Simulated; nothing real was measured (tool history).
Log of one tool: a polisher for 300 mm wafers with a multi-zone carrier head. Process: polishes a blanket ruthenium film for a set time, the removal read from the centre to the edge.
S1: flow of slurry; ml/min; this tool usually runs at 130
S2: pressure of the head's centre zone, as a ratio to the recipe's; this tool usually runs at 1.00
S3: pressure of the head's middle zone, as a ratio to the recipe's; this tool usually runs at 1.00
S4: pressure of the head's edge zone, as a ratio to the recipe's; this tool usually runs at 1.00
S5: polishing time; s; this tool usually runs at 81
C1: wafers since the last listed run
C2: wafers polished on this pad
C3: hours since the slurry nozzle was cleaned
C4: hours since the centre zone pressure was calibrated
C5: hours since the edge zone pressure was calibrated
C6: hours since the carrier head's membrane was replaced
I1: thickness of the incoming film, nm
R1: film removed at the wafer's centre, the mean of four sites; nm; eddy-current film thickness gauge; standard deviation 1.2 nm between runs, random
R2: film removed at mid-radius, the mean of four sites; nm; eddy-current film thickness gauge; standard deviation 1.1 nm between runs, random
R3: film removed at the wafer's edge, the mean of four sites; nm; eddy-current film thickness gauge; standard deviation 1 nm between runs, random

run,hour,S1,S2,S3,S4,S5,C1,C2,C3,C4,C5,C6,I1,R1,R2,R3
1,0.0,130,1.00,0.95,0.96,81,0,56,6.7,1010.9,700.6,969.3,583.9,81.0,77.7,79.8
2,9.6,130,1.00,0.95,0.96,81,121,177,16.3,1020.5,710.2,978.9,590.9,75.8,72.7,75.1
3,22.1,130,1.00,1.00,1.00,81,157,334,28.8,1033.0,722.7,991.4,571.7,72.1,73.5,74.9
4,29.7,130,1.00,1.00,1.00,81,95,430,36.4,1040.6,730.3,999.0,576.5,73.1,72.3,72.4
# hour 45.5: worn pad replaced by a new one
5,46.0,130,1.00,1.00,1.00,81,155,6,52.7,1056.9,746.6,1015.3,581.9,80.5,80.2,81.6
6,50.5,130,1.00,1.00,1.00,81,56,63,57.2,1061.4,751.1,1019.8,580.1,75.2,76.0,77.6
7,64.5,130,1.00,1.00,1.00,81,176,239,71.2,1075.4,765.1,1033.8,573.0,71.9,69.7,73.6
8,79.9,130,1.00,1.00,1.00,81,194,434,86.6,1090.8,780.5,1049.2,585.8,70.5,68.5,71.4
# hour 96.1: worn pad replaced by a new one
9,96.6,130,1.00,1.00,1.00,66,160,6,103.3,1107.5,797.2,1065.9,575.2,61.2,61.5,63.5
10,109.9,130,1.00,1.00,0.95,81,167,173,116.6,1120.8,810.5,1079.2,578.6,70.9,70.2,71.9
# hour 134.3: carrier head's membrane replaced by a new one
# hour 140.7: worn pad replaced by a new one
# hour 142.3: centre zone pressure recalibrated
# hour 157.0: edge zone pressure recalibrated
11,157.5,145,1.00,1.05,1.00,81,440,166,164.2,15.2,0.5,23.2,585.9,72.9,74.3,75.2
12,166.4,130,1.09,0.90,1.00,81,112,278,173.1,24.1,9.4,32.1,581.9,72.2,63.6,71.4
# hour 170.4: slurry nozzle cleaned
13,173.6,130,1.00,1.09,1.00,81,78,356,3.2,31.3,16.6,39.3,585.6,74.7,79.2,74.5
14,182.4,115,0.90,1.00,1.00,81,110,467,12.0,40.1,25.4,48.1,582.4,62.5,68.3,70.6
# hour 191.6: worn pad replaced by a new one
15,198.7,130,1.00,0.95,1.00,65,155,89,28.3,56.4,41.7,64.4,585.2,61.1,59.7,61.5
16,214.9,130,1.00,1.07,1.00,81,204,293,44.5,72.6,57.9,80.6,574.6,71.6,72.1,72.8
17,224.2,115,1.05,1.06,1.00,72,117,411,53.8,81.9,67.2,89.9,579.8,61.0,60.9,61.7
# hour 245.4: worn pad replaced by a new one
18,245.9,130,1.00,1.07,1.00,81,223,5,75.5,103.6,88.9,111.6,576.6,74.9,75.9,74.7

For each entry between runs, how does the tool's hidden state at the last listed run before it compare with that at the first listed run after it?
In the gap between runs 4 and 5: worn pad replaced by a new one (hour 45.5)
  removal rate lost through wear of the pad, %: 11.8 -> 0.464; slurry flow missing at the pad, %: 15.4 -> 19.5
  measured less the result without the state, R1: -14.1 -> -6.0 nm; R2: -13.4 -> -5.3 nm; R3: -12.2 -> -3.8 nm
In the gap between runs 8 and 9: worn pad replaced by a new one (hour 96.1)
  removal rate lost through wear of the pad, %: 11 -> 0.513; slurry flow missing at the pad, %: 25.5 -> 27.5
  measured less the result without the state, R1: -16.7 -> -7.2 nm; R2: -15.1 -> -6.4 nm; R3: -13.5 -> -4.5 nm
In the gap between runs 10 and 11: carrier head's membrane replaced by a new one (hour 134.3); worn pad replaced by a new one (hour 140.7); centre zone pressure recalibrated (hour 142.3); edge zone pressure recalibrated (hour 157.0)
  removal rate lost through wear of the pad, %: 7.1 -> 7.94; slurry flow missing at the pad, %: 28.8 -> 31.8
  measured less the result without the state, R1: -14.7 -> -16.2 nm; R2: -13.3 -> -15.1 nm; R3: -10.8 -> -12.5 nm
In the gap between runs 12 and 13: slurry nozzle cleaned (hour 170.4)
  removal rate lost through wear of the pad, %: 9.86 -> 10.8; slurry flow missing at the pad, %: 32.1 -> 9.91
  measured less the result without the state, R1: -19.4 -> -11.6 nm; R2: -15.7 -> -12.0 nm; R3: -14.3 -> -10.6 nm
In the gap between runs 14 and 15: worn pad replaced by a new one (hour 191.6)
  removal rate lost through wear of the pad, %: 11.6 -> 4.42; slurry flow missing at the pad, %: 13.7 -> 19.5
  measured less the result without the state, R1: -11.8 -> -7.3 nm; R2: -12.4 -> -6.6 nm; R3: -11.7 -> -5.6 nm
In the gap between runs 17 and 18: worn pad replaced by a new one (hour 245.4)
  removal rate lost through wear of the pad, %: 10.9 -> 3.67; slurry flow missing at the pad, %: 26.3 -> 30.3
  measured less the result without the state, R1: -15.8 -> -13.1 nm; R2: -14.5 -> -11.7 nm; R3: -12.2 -> -8.7 nm
